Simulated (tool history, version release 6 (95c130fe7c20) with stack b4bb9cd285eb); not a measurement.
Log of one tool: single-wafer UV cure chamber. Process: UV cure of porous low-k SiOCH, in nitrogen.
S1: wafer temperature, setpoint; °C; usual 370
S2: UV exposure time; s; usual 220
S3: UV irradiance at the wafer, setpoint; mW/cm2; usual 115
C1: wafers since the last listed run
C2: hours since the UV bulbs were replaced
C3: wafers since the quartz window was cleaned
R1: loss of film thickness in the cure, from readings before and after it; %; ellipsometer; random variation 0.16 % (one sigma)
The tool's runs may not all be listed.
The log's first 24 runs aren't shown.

run 25 day=18.162 | S1=382 S2=220 S3=115 | C1=73 C2=219.6 C3=2806 | R1=12.989
run 26 day=18.508 | S1=389 S2=130 S3=155 | C1=72 C2=227.9 C3=2878 | R1=12.297
run 27 day=19.221 | S1=385 S2=100 S3=115 | C1=148 C2=245.0 C3=3027 | R1=9.641
run 28 day=19.525 | S1=356 S2=255 S3=115 | C1=63 C2=252.3 C3=3090 | R1=13.431
run 29 day=20.254 | S1=354 S2=125 S3=154 | C1=152 C2=269.8 C3=3242 | R1=11.066
run 30 day=20.929 | S1=383 S2=220 S3=115 | C1=141 C2=286.0 C3=3383 | R1=12.809
-- day=21.942 quartz window cleaned
run 31 day=21.962 | S1=351 S2=315 S3=148 | C1=146 C2=310.8 C3=4 | R1=16.142
run 32 day=22.146 | S1=381 S2=280 S3=87 | C1=38 C2=315.2 C3=42 | R1=13.491
run 33 day=22.396 | S1=370 S2=180 S3=115 | C1=52 C2=321.2 C3=95 | R1=12.349
run 34 day=22.975 | S1=377 S2=220 S3=135 | C1=120 C2=335.1 C3=216 | R1=14.490
run 35 day=23.438 | S1=370 S2=220 S3=115 | C1=96 C2=346.2 C3=312 | R1=13.492
run 36 day=23.975 | S1=370 S2=220 S3=115 | C1=112 C2=359.1 C3=425 | R1=13.507

Forecast run 37:
run 37 day=24.712 | S1=382 S2=220 S3=115 | C1=154 C2=376.8 C3=579 | R1=?

{"run 37": {"R1": 13.883}}
Without the tool's hidden state the same run would have given R1 13.983 %.
